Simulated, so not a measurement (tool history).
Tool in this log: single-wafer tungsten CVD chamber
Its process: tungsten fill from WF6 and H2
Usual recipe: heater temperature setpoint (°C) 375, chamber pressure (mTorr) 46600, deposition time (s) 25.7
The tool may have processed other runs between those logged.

run     day  heater temperature setpoint (°C)  chamber pressure (mTorr)  deposition time (s)  wafers since the last listed run  hours since the last thermocouple change  hours since the last manometer calibration  hours since the showerhead was replaced  hours since the gauge calibration  read-back reference wafer on the same gauge, thickness_nm  mean film thickness on the monitor wafer (angstrom)
  1       0                               375                     46600                 25.7                                 0                                       288                                      2152.4                                   7159.9                              634.9                                                     67.649                                               584.37
  2   2.612                               375                     46600                 25.7                              2438                                     350.7                                      2215.1                                   7222.6                              697.6                                                     67.607                                               580.95
  3   5.517                               375                     46600                 25.7                              2710                                     420.4                                      2284.8                                   7292.3                              767.3                                                      67.92                                                582.1
  4   9.854                               375                     46600                 25.7                              4048                                     524.5                                      2388.9                                   7396.4                              871.4                                                     67.889                                               576.13
  5  11.308                               375                     46600                 25.7                              1357                                     559.4                                      2423.8                                   7431.3                              906.3                                                     67.804                                               579.28
  6  14.183                               375                     46600                 25.7                              2683                                     628.4                                      2492.8                                   7500.3                              975.3                                                     67.824                                               579.28
     16.917  -- capacitance manometer re-zeroed and calibrated
  7  16.938                               375                     46600                 25.7                              2259                                     694.5                                         0.5                                   7566.4                             1041.4                                                     67.844                                               580.54
  8  18.408                               375                     39300                 20.7                              1372                                     729.8                                        35.8                                   7601.7                             1076.7                                                     67.868                                               446.55
     20.158  -- showerhead replaced
     20.746  -- gauge calibrated
     26.488  -- thermocouple changed; heater temperature recalibrated
  9  27.317                               375                     46600                 25.7                              7693                                      19.9                                       249.6                                    171.8                              157.7                                                     67.891                                               603.42
 10  29.646                               388                     55100                 27.7                              2174                                      75.8                                       305.5                                    227.7                              213.6                                                     67.695                                               907.71
 11  32.521                               370                     42700                 25.7                              2683                                     144.8                                       374.5                                    296.7                              282.6                                                      67.78                                               511.58
 12  34.646                               388                     52100                 22.5                              1983                                     195.8                                       425.5                                    347.7                              333.6                                                     67.799                                               713.65
 13  41.725                               364                     52100                 27.1                              6607                                     365.7                                       595.4                                    517.6                              503.5                                                     67.877                                               490.09
 14  43.188                               375                     46600                 25.7                              1365                                     400.8                                       630.5                                    552.7                              538.6                                                     67.579                                               587.29

How would selected steps in mean film thickness on the monitor wafer (angstrom) from run to run divide? Give the signed amount a tool lacking its hidden state would still show from settings, what came in and random variation, and the signed amount left for the hidden state, including any gauge scatter that is not in both of the compared results.
What the log doesn't record here: wafer temperature above the value expected at the setpoint (K); true pressure above the setpoint (%); gauge reads high (%).
Run 8 -> 9: chamber pressure (mTorr) 39300 -> 46600, deposition time (s) 20.7 -> 25.7, showerhead replaced, gauge calibrated, thermocouple changed; heater temperature recalibrated. mean film thickness on the monitor wafer (angstrom) +156.87: hidden state +16.56, all else +140.31.
Run 10 -> 11: heater temperature setpoint (°C) 388 -> 370, chamber pressure (mTorr) 55100 -> 42700, deposition time (s) 27.7 -> 25.7. mean film thickness on the monitor wafer (angstrom) -396.13: hidden state -2.02, all else -394.11.

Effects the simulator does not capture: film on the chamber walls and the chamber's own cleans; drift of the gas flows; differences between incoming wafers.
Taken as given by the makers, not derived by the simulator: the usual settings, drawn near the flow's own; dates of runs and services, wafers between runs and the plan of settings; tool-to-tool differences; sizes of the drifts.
